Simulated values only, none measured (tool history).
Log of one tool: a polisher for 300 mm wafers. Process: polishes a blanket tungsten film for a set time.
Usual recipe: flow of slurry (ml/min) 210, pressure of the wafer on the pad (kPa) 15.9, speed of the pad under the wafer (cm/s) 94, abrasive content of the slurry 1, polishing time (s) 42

| run | hour | flow of slurry (ml/min) | pressure of the wafer on the pad (kPa) | speed of the pad under the wafer (cm/s) | abrasive content of the slurry | polishing time (s) | wafers since the last listed run | wafers polished on this pad | hours since the slurry nozzle was cleaned | hours since the head pressure was calibrated | hours since the slurry blender was calibrated | hours since the slurry got fresh peroxide | incoming thickness of the incoming film, nm | film removed (angstrom) |
|---|---|---|---|---|---|---|---|---|---|---|---|---|---|---|
| 1 | 0.0 | 210 | 15.9 | 94 | 1 | 42 | 0 | 994 | 375.7 | 1160.7 | 295.2 | 64.1 | 658.1 | 1210 |
| 2 | 16.3 | 210 | 15.9 | 94 | 1 | 42 | 175 | 1169 | 392.0 | 1177.0 | 311.5 | 80.4 | 673.3 | 1199 |
|  | 37.1 | worn pad replaced by a new one |
| 3 | 39.1 | 210 | 15.9 | 94 | 1 | 42 | 201 | 21 | 414.8 | 1199.8 | 334.3 | 103.2 | 660.2 | 1231 |
|  | 42.3 | slurry tank refilled with fresh slurry and peroxide |
| 4 | 73.9 | 210 | 15.9 | 94 | 1 | 42 | 362 | 383 | 449.6 | 1234.6 | 369.1 | 31.6 | 668.0 | 1194 |
| 5 | 97.2 | 210 | 15.9 | 94 | 1 | 42 | 250 | 634 | 472.9 | 1257.9 | 392.4 | 54.9 | 664.4 | 1198 |
| 6 | 123.2 | 210 | 15.9 | 94 | 1 | 37 | 279 | 913 | 498.9 | 1283.9 | 418.4 | 80.9 | 660.7 | 1048 |
|  | 141.3 | worn pad replaced by a new one |
|  | 145.8 | slurry tank refilled with fresh slurry and peroxide |
| 7 | 146.3 | 210 | 15.9 | 94 | 1 | 37 | 194 | 42 | 522.0 | 1307.0 | 441.5 | 0.5 | 659.7 | 1043 |
| 8 | 158.7 | 210 | 15.9 | 94 | 1 | 51 | 133 | 176 | 534.4 | 1319.4 | 453.9 | 12.9 | 664.1 | 1447 |
| 9 | 180.0 | 210 | 15.9 | 94 | 1 | 42 | 228 | 404 | 555.7 | 1340.7 | 475.2 | 34.2 | 657.6 | 1162 |

Estimate the outcome of run 10 from the log above:
|  | 183.2 | slurry blender recalibrated |
| 10 | 206.5 | 240 | 13.1 | 94 | 1 | 42 | 263 | 667 | 582.2 | 1367.2 | 23.3 | 60.7 | 654.2 | ? |

{"run 10": {"film removed (angstrom)": 1004}}
With the hidden condition absent and the run-to-run variation left alone, this run would have shown film removed (angstrom) 1087.
